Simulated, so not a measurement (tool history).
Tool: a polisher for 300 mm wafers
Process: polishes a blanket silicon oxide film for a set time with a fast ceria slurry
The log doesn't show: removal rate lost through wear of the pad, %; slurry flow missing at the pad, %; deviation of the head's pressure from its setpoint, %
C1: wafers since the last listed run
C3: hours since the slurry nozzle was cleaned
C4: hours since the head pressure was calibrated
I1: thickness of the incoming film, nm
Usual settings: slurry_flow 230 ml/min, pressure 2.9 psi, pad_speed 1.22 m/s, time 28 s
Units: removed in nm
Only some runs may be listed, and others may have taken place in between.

{"run": 1, "hour": 0.0, "slurry_flow": 230, "pressure": 2.9, "pad_speed": 1.06, "time": 28, "C1": 0, "wafers polished on this pad": 1713, "C3": 193.6, "C4": 873.8, "I1": 1589.4, "removed": 455.0}
{"run": 2, "hour": 15.1, "slurry_flow": 260, "pressure": 2.9, "pad_speed": 1.22, "time": 28, "C1": 218, "wafers polished on this pad": 1932, "C3": 208.7, "C4": 888.9, "I1": 1601.2, "removed": 541.9}
{"run": 3, "hour": 120.9, "slurry_flow": 260, "pressure": 2.9, "pad_speed": 1.22, "time": 28, "C1": 1531, "wafers polished on this pad": 3464, "C3": 314.5, "C4": 994.7, "I1": 1593.2, "removed": 543.4}
{"run": 4, "hour": 144.7, "slurry_flow": 230, "pressure": 2.9, "pad_speed": 1.22, "time": 28, "C1": 344, "wafers polished on this pad": 3808, "C3": 338.3, "C4": 1018.5, "I1": 1608.7, "removed": 541.6}
{"hour": 161.3, "done": "worn pad replaced by a new one"}
{"run": 5, "hour": 167.2, "slurry_flow": 230, "pressure": 2.9, "pad_speed": 1.22, "time": 28, "C1": 267, "wafers polished on this pad": 86, "C3": 360.8, "C4": 1041.0, "I1": 1570.9, "removed": 544.4}
{"run": 6, "hour": 189.6, "slurry_flow": 230, "pressure": 2.9, "pad_speed": 1.06, "time": 32, "C1": 324, "wafers polished on this pad": 410, "C3": 383.2, "C4": 1063.4, "I1": 1585.4, "removed": 541.9}
{"run": 7, "hour": 213.6, "slurry_flow": 230, "pressure": 2.9, "pad_speed": 1.22, "time": 20, "C1": 347, "wafers polished on this pad": 757, "C3": 407.2, "C4": 1087.4, "I1": 1610.2, "removed": 386.6}
{"run": 8, "hour": 249.5, "slurry_flow": 230, "pressure": 2.9, "pad_speed": 1.22, "time": 20, "C1": 519, "wafers polished on this pad": 1277, "C3": 443.1, "C4": 1123.3, "I1": 1601.4, "removed": 395.4}
{"run": 9, "hour": 269.2, "slurry_flow": 230, "pressure": 2.9, "pad_speed": 1.22, "time": 20, "C1": 285, "wafers polished on this pad": 1563, "C3": 462.8, "C4": 1143.0, "I1": 1591.0, "removed": 390.7}
{"run": 10, "hour": 284.3, "slurry_flow": 230, "pressure": 2.2, "pad_speed": 1.46, "time": 28, "C1": 218, "wafers polished on this pad": 1781, "C3": 477.9, "C4": 1158.1, "I1": 1598.5, "removed": 528.0}
{"run": 11, "hour": 341.1, "slurry_flow": 230, "pressure": 2.2, "pad_speed": 1.46, "time": 28, "C1": 822, "wafers polished on this pad": 2604, "C3": 534.7, "C4": 1214.9, "I1": 1589.0, "removed": 538.9}
{"run": 12, "hour": 402.0, "slurry_flow": 230, "pressure": 2.9, "pad_speed": 1.22, "time": 24, "C1": 881, "wafers polished on this pad": 3485, "C3": 595.6, "C4": 1275.8, "I1": 1583.4, "removed": 476.0}
{"hour": 427.8, "done": "head pressure recalibrated"}
{"hour": 436.6, "done": "worn pad replaced by a new one"}
{"run": 13, "hour": 437.1, "slurry_flow": 230, "pressure": 2.9, "pad_speed": 1.22, "time": 24, "C1": 421, "wafers polished on this pad": 6, "C3": 630.7, "C4": 9.3, "I1": 1597.8, "removed": 441.0}
{"run": 14, "hour": 454.3, "slurry_flow": 230, "pressure": 2.9, "pad_speed": 1.22, "time": 24, "C1": 249, "wafers polished on this pad": 255, "C3": 647.9, "C4": 26.5, "I1": 1601.2, "removed": 433.7}
{"hour": 475.1, "done": "slurry nozzle cleaned"}
{"run": 15, "hour": 488.5, "slurry_flow": 230, "pressure": 2.9, "pad_speed": 1.22, "time": 28, "C1": 480, "wafers polished on this pad": 736, "C3": 13.4, "C4": 60.7, "I1": 1572.7, "removed": 503.1}
{"run": 16, "hour": 517.0, "slurry_flow": 195, "pressure": 2.9, "pad_speed": 0.98, "time": 22, "C1": 412, "wafers polished on this pad": 1149, "C3": 41.9, "C4": 89.2, "I1": 1601.5, "removed": 324.7}
{"run": 17, "hour": 543.3, "slurry_flow": 210, "pressure": 3.2, "pad_speed": 1.22, "time": 28, "C1": 380, "wafers polished on this pad": 1530, "C3": 68.2, "C4": 115.5, "I1": 1613.4, "removed": 548.5}
{"run": 18, "hour": 570.9, "slurry_flow": 200, "pressure": 2.3, "pad_speed": 1.22, "time": 28, "C1": 399, "wafers polished on this pad": 1929, "C3": 95.8, "C4": 143.1, "I1": 1568.6, "removed": 410.7}
{"run": 19, "hour": 603.1, "slurry_flow": 260, "pressure": 3.6, "pad_speed": 1.0, "time": 28, "C1": 466, "wafers polished on this pad": 2396, "C3": 128.0, "C4": 175.3, "I1": 1591.0, "removed": 520.2}
{"run": 20, "hour": 615.7, "slurry_flow": 230, "pressure": 2.5, "pad_speed": 1.22, "time": 36, "C1": 182, "wafers polished on this pad": 2578, "C3": 140.6, "C4": 187.9, "I1": 1586.5, "removed": 592.2}
{"run": 21, "hour": 629.3, "slurry_flow": 190, "pressure": 2.9, "pad_speed": 0.92, "time": 24, "C1": 196, "wafers polished on this pad": 2775, "C3": 154.2, "C4": 201.5, "I1": 1603.5, "removed": 328.3}
{"run": 22, "hour": 642.6, "slurry_flow": 255, "pressure": 2.9, "pad_speed": 0.94, "time": 28, "C1": 192, "wafers polished on this pad": 2968, "C3": 167.5, "C4": 214.8, "I1": 1612.1, "removed": 392.7}
{"run": 23, "hour": 659.8, "slurry_flow": 230, "pressure": 3.4, "pad_speed": 1.6, "time": 28, "C1": 249, "wafers polished on this pad": 3217, "C3": 184.7, "C4": 232.0, "I1": 1600.8, "removed": 768.4}
{"hour": 681.0, "done": "worn pad replaced by a new one"}
{"run": 24, "hour": 682.1, "slurry_flow": 230, "pressure": 2.9, "pad_speed": 1.22, "time": 28, "C1": 264, "wafers polished on this pad": 15, "C3": 207.0, "C4": 254.3, "I1": 1590.3, "removed": 521.7}
{"run": 25, "hour": 698.1, "slurry_flow": 165, "pressure": 3.7, "pad_speed": 1.36, "time": 28, "C1": 231, "wafers polished on this pad": 246, "C3": 223.0, "C4": 270.3, "I1": 1580.4, "removed": 679.3}
{"run": 26, "hour": 720.1, "slurry_flow": 230, "pressure": 2.9, "pad_speed": 1.22, "time": 28, "C1": 318, "wafers polished on this pad": 565, "C3": 245.0, "C4": 292.3, "I1": 1626.2, "removed": 504.3}
{"run": 27, "hour": 749.9, "slurry_flow": 230, "pressure": 2.5, "pad_speed": 1.22, "time": 28, "C1": 431, "wafers polished on this pad": 996, "C3": 274.8, "C4": 322.1, "I1": 1607.9, "removed": 449.4}
{"run": 28, "hour": 779.3, "slurry_flow": 230, "pressure": 2.9, "pad_speed": 1.46, "time": 28, "C1": 425, "wafers polished on this pad": 1422, "C3": 304.2, "C4": 351.5, "I1": 1572.8, "removed": 618.1}
{"run": 29, "hour": 799.0, "slurry_flow": 230, "pressure": 2.9, "pad_speed": 1.22, "time": 28, "C1": 285, "wafers polished on this pad": 1707, "C3": 323.9, "C4": 371.2, "I1": 1611.9, "removed": 528.3}
{"run": 30, "hour": 811.2, "slurry_flow": 270, "pressure": 2.9, "pad_speed": 1.22, "time": 28, "C1": 176, "wafers polished on this pad": 1884, "C3": 336.1, "C4": 383.4, "I1": 1571.0, "removed": 520.5}
{"run": 31, "hour": 824.7, "slurry_flow": 230, "pressure": 2.9, "pad_speed": 1.52, "time": 28, "C1": 195, "wafers polished on this pad": 2080, "C3": 349.6, "C4": 396.9, "I1": 1596.7, "removed": 651.7}
{"run": 32, "hour": 844.3, "slurry_flow": 230, "pressure": 2.9, "pad_speed": 1.22, "time": 28, "C1": 283, "wafers polished on this pad": 2363, "C3": 369.2, "C4": 416.5, "I1": 1601.6, "removed": 513.4}
{"run": 33, "hour": 878.8, "slurry_flow": 230, "pressure": 2.9, "pad_speed": 0.96, "time": 20, "C1": 499, "wafers polished on this pad": 2863, "C3": 403.7, "C4": 451.0, "I1": 1607.7, "removed": 294.0}
{"run": 34, "hour": 893.9, "slurry_flow": 280, "pressure": 2.9, "pad_speed": 1.4, "time": 24, "C1": 218, "wafers polished on this pad": 3082, "C3": 418.8, "C4": 466.1, "I1": 1600.4, "removed": 522.6}
{"run": 35, "hour": 907.4, "slurry_flow": 170, "pressure": 2.3, "pad_speed": 1.42, "time": 35, "C1": 195, "wafers polished on this pad": 3277, "C3": 432.3, "C4": 479.6, "I1": 1612.7, "removed": 598.2}
{"run": 36, "hour": 925.3, "slurry_flow": 165, "pressure": 2.5, "pad_speed": 1.54, "time": 32, "C1": 259, "wafers polished on this pad": 3536, "C3": 450.2, "C4": 497.5, "I1": 1610.7, "removed": 629.0}
{"hour": 952.9, "done": "worn pad replaced by a new one"}
{"run": 37, "hour": 959.5, "slurry_flow": 310, "pressure": 3.8, "pad_speed": 1.62, "time": 38, "C1": 437, "wafers polished on this pad": 95, "C3": 484.4, "C4": 531.7, "I1": 1614.9, "removed": 1184.3}

Predict each of these 4 candidate next runs independently; none follows another, all start after run 37:
{"run": "A", "hour": 959.9, "slurry_flow": 230, "pressure": 2.9, "pad_speed": 1.22, "time": 28, "C1": 5, "wafers polished on this pad": 101, "C3": 484.8, "C4": 532.1, "I1": 1586.2, "removed": "?"}
{"run": "B", "hour": 959.9, "slurry_flow": 295, "pressure": 3.9, "pad_speed": 1.36, "time": 28, "C1": 5, "wafers polished on this pad": 101, "C3": 484.8, "C4": 532.1, "I1": 1586.2, "removed": "?"}
{"run": "C", "hour": 959.9, "slurry_flow": 230, "pressure": 2.9, "pad_speed": 0.98, "time": 28, "C1": 5, "wafers polished on this pad": 101, "C3": 484.8, "C4": 532.1, "I1": 1586.2, "removed": "?"}
{"run": "D", "hour": 959.9, "slurry_flow": 285, "pressure": 3.6, "pad_speed": 1.22, "time": 28, "C1": 5, "wafers polished on this pad": 101, "C3": 484.8, "C4": 532.1, "I1": 1586.2, "removed": "?"}

run=A removed=514.5
run=B removed=751.0
run=C removed=413.3
run=D removed=627.6
Had the tool no hidden state, the same runs would have come out as:
run=A removed=504.7
run=B removed=736.7
run=C removed=405.4
run=D removed=615.6
